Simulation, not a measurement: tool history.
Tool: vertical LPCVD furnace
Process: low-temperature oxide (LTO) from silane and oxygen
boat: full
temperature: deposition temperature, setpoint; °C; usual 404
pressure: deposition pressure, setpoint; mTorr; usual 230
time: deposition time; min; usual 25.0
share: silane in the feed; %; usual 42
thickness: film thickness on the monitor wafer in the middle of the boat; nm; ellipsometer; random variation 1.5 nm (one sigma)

run    hour  temperature  pressure  time  share  read-back reference wafer on the same gauge, thickness  thickness
  1     0.0          404       230  25.0     42                                                  244.69     271.05
  2    65.1          404       230  25.0     42                                                  245.01     273.92
  3   125.0          404       230  25.0     42                                                  244.85     269.24
  4   190.3          404       230  25.0     42                                                  245.12     270.29
  5   277.2          404       230  25.0     42                                                  244.42     271.66
  6   317.8          404       230  25.0     42                                                  244.83     274.41
  7   419.7          404       230  25.0     42                                                  245.04     273.22
      482.1  -- gauge calibrated
      553.9  -- silane flow controller replaced
      739.0  -- thermocouples replaced and temperature profile calibrated
      739.8  -- silane flow controller replaced, repeated, since the last time left the tool worse
  8   740.3          404       230  25.0     42                                                  244.91     265.87
  9   785.3          411       230  34.5     42                                                  245.04     393.35
      848.6  -- pressure gauge zeroed
 10   853.3          410       210  25.0     39                                                  245.09     237.72
 11   892.1          404       230  32.5     42                                                  245.39     348.46
 12   988.4          404       215  31.0     40                                                  245.10     293.35
 13  1046.7          404       230  25.0     42                                                  244.82     266.41
 14  1109.0          399       245  25.0     42                                                  245.02     272.12
 15  1152.3          412       230  25.0     42                                                  245.10     289.76
 16  1199.8          397       185  28.5     42                                                  244.91     225.25

4 ways to go on from here, each from the tool as it stands after run 16. What would each give?
  A  1204.8          404       285  25.0     42                                                       ?          ?
  B  1204.8          411       205  18.0     34                                                       ?          ?
  C  1204.8          404       195  25.0     42                                                       ?          ?
  D  1204.8          400       270  33.0     42                                                       ?          ?

run  read-back reference wafer on the same gauge, thickness  thickness
  A                                                  244.76     332.68
  B                                                  244.76     143.66
  C                                                  244.76     227.62
  D                                                  244.76     398.50
Without the tool's hidden state the same runs would have given:
run  thickness
  A     331.12
  B     142.74
  C     226.56
  D     396.61
